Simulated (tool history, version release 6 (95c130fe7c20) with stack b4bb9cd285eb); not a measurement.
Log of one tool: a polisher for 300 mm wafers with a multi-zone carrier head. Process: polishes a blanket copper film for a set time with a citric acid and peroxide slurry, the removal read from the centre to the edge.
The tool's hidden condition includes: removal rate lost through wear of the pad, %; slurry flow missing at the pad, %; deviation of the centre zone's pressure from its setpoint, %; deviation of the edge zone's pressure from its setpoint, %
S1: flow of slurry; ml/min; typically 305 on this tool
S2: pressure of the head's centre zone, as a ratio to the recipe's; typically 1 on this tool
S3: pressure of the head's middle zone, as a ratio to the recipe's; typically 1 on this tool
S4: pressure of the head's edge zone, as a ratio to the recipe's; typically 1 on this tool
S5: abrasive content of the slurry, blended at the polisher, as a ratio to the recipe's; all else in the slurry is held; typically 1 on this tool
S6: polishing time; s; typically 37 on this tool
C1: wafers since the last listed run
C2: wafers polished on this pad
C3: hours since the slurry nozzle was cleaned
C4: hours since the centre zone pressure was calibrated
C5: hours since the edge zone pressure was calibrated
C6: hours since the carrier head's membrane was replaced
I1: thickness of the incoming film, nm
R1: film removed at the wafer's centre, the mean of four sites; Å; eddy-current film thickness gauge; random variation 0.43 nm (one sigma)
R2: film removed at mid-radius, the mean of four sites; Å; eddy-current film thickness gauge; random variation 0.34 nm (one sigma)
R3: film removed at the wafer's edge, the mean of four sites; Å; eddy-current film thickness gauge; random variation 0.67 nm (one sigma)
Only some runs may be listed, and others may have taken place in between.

run,hour,S1,S2,S3,S4,S5,S6,C1,C2,C3,C4,C5,C6,I1,R1,R2,R3
1,0,325,1,1,1,1,46,0,4012,305.3,57.2,105.2,676.5,833,612,615,625
# hour 5.3: carrier head's membrane replaced by a new one
# hour 59.1: slurry nozzle cleaned, repeated, since the last time left the tool worse
2,60.3,305,1,1,1,1,37,685,4697,1.2,117.5,165.5,55,835.4,555,546,556
# hour 79.4: worn pad replaced by a new one
3,101.4,305,1,1,1,1,37,468,278,42.3,158.6,206.6,96.1,853.8,550,544,558
4,129.3,305,1,1,1,1,37,352,630,70.2,186.5,234.5,124,837.6,550,549,548
5,179.1,305,1,1,1,1,37,628,1258,120,236.3,284.3,173.8,836.9,546,535,533
6,235.9,375,1,0.9,1.09,0.75,37,716,1975,176.8,293.1,341.1,230.6,831.6,520,472,541
7,265.5,305,1,1,1,1,37,373,2348,206.4,322.7,370.7,260.2,846.8,536,542,536
8,302.7,305,1.08,1,1,1,37,469,2818,243.6,359.9,407.9,297.4,837.8,576,532,523
9,372.9,305,1,1,1.1,1,47,885,3703,313.8,430.1,478.1,367.6,825.1,684,684,712
# hour 393.7: slurry nozzle cleaned
# hour 418.8: worn pad replaced by a new one
10,494.8,405,0.91,1.07,1,1,45,1475,959,101.1,552,600,489.5,838.3,639,727,673
11,561,305,1.07,1.09,0.91,1,30,835,1794,167.3,618.2,666.2,555.7,841.8,463,468,425
12,613.2,305,1,1,1.11,1,47,658,2453,219.5,670.4,718.4,607.9,847.2,693,685,711
13,637.6,355,1,0.9,1,1,28,307,2761,243.9,694.8,742.8,632.3,842.3,420,373,423
14,682.3,240,1,1,1.03,0.7,34,564,3325,288.6,739.5,787.5,677,835.8,442,440,454
# hour 723.5: edge zone pressure recalibrated
# hour 726.5: slurry nozzle cleaned
# hour 732.2: carrier head's membrane replaced by a new one
# hour 744.3: worn pad replaced by a new one
15,744.8,305,0.9,1,1,1,37,637,6,18.3,802,21.3,12.6,833.9,509,546,553
16,870.2,305,1.05,1,1,1,37,1582,1589,143.7,927.4,146.7,138,835.5,563,538,541
17,908.8,305,1,1,1,1,37,487,2076,182.3,966,185.3,176.6,841.2,537,535,534
18,971.4,305,1,1,1,1,42,789,2866,244.9,1028.6,247.9,239.2,846.2,615,610,611
19,1016.7,305,1,1,1,1,37,571,3437,290.2,1073.9,293.2,284.5,829,536,530,540
# hour 1064.1: slurry nozzle cleaned
20,1070.6,305,1,1,1,1,49,667,4105,6.5,1127.8,347.1,338.4,839.1,731,721,740
# hour 1083.7: worn pad replaced by a new one
21,1120.5,350,1,1,1.06,0.9,26,579,464,56.4,1177.7,397,388.3,834.2,380,384,390

How would selected steps in R1 from run to run divide? Give the signed amount a tool lacking its hidden state would still show from settings, what came in and random variation, and the signed amount left for the hidden state, including any gauge scatter that is not in both of the compared results.
Run 1 -> 2: S1 325 -> 305, S6 46 -> 37, carrier head's membrane replaced by a new one, slurry nozzle cleaned, repeated, since the last time left the tool worse. R1 -57 Å: hidden state +82, all else -139.
Run 12 -> 13: S1 305 -> 355, S3 1 -> 0.9, S4 1.11 -> 1, S6 47 -> 28. R1 -273 Å: hidden state +8, all else -281.
Run 19 -> 20: S6 37 -> 49, slurry nozzle cleaned. R1 +195 Å: hidden state +16, all else +179.
Run 20 -> 21: S1 305 -> 350, S4 1 -> 1.06, S5 1 -> 0.9, S6 49 -> 26, worn pad replaced by a new one. R1 -351 Å: hidden state -2, all else -349.
